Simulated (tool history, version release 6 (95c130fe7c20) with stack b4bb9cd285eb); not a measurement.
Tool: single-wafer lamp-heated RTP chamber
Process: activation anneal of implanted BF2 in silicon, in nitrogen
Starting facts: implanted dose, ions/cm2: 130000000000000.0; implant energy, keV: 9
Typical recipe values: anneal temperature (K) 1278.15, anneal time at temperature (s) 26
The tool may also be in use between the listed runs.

| run | day | anneal temperature (K) | anneal time at temperature (s) | read-back reference wafer on the same gauge, sheet resistance | sheet resistance of the implanted and annealed layer (ohm/square) |
|---|---|---|---|---|---|
| 1 | 0 | 1278.15 | 26 | 875.9 | 760.51 |
| 2 | 0.658 | 1298.15 | 26 | 876.05 | 755.42 |
| 3 | 1.6 | 1268.15 | 26 | 875.29 | 762.08 |
| 4 | 2.717 | 1268.15 | 26 | 875.14 | 761.49 |
| 5 | 3.308 | 1278.15 | 26 | 875.06 | 760.67 |
| 6 | 4.442 | 1278.15 | 26 | 874.76 | 758.16 |
| 7 | 5.429 | 1278.15 | 26 | 874.44 | 761.2 |
| 8 | 6.138 | 1278.15 | 26 | 874.25 | 759.82 |
| 9 | 6.671 | 1278.15 | 26 | 874.55 | 758.87 |
| 10 | 8.046 | 1293.15 | 26 | 873.98 | 753.3 |
| 11 | 8.804 | 1278.15 | 26 | 873.52 | 758.37 |
| 12 | 9.854 | 1278.15 | 26 | 873.85 | 760.36 |
| 13 | 10.567 | 1278.15 | 26 | 874.17 | 757.47 |
| 14 | 11.65 | 1302.15 | 26 | 890.75 | 762.74 |
| 15 | 12.575 | 1302.15 | 26 | 889.01 | 763.56 |
| 16 | 13.642 | 1278.15 | 21 | 887.23 | 774.09 |
| 17 | 14.158 | 1252.15 | 17 | 886.07 | 774.18 |
| 18 | 15.229 | 1278.15 | 26 | 884.81 | 768.34 |
| 19 | 16.308 | 1254.15 | 34 | 883.64 | 762.6 |
| 20 | 17.479 | 1290.15 | 36 | 882.7 | 755.3 |
| 21 | 18.675 | 1253.15 | 15 | 881.62 | 772.57 |
| 22 | 19.929 | 1290.15 | 36 | 880.68 | 753.54 |
| 23 | 20.867 | 1278.15 | 26 | 880.35 | 763.41 |
| 24 | 21.517 | 1255.15 | 18 | 880.07 | 768.63 |
| 25 | 22.112 | 1250.15 | 12 | 879.53 | 773.44 |
| 26 | 22.712 | 1278.15 | 26 | 879.38 | 763.95 |
| 27 | 23.429 | 1278.15 | 38 | 879.26 | 754.05 |
| 28 | 24.658 | 1288.15 | 26 | 878.77 | 760.06 |
| 29 | 25.492 | 1278.15 | 26 | 878.87 | 763.48 |
| 30 | 26.204 | 1249.15 | 26 | 878.62 | 763.9 |
| 31 | 27.221 | 1302.15 | 20 | 878.33 | 761.51 |
| 32 | 28.667 | 1278.15 | 14 | 877.84 | 773.03 |

The log once held 3 entries between its listed runs, left out of this copy. Where does each go, and what is different about the tool's unlogged condition between the listed run before it and the listed run after it?
Between runs 12 and 13: reflector plate cleaned (day 10.279)
  gauge reads high (%): -2.14 -> -2.15
  the result without the hidden state subtracted from the measured one, sheet resistance of the implanted and annealed layer (ohm/square): -16.62 -> -16.61
Between runs 13 and 14: gauge calibrated (day 10.675)
  gauge reads high (%): -2.15 -> -0.256
  the result without the hidden state subtracted from the measured one, sheet resistance of the implanted and annealed layer (ohm/square): -16.61 -> -1.96
Between runs 19 and 20: pyrometer window cleaned and pyrometer calibrated (day 17.121)
  gauge reads high (%): -1.04 -> -1.16
  the result without the hidden state subtracted from the measured one, sheet resistance of the implanted and annealed layer (ohm/square): -8.02 -> -8.9
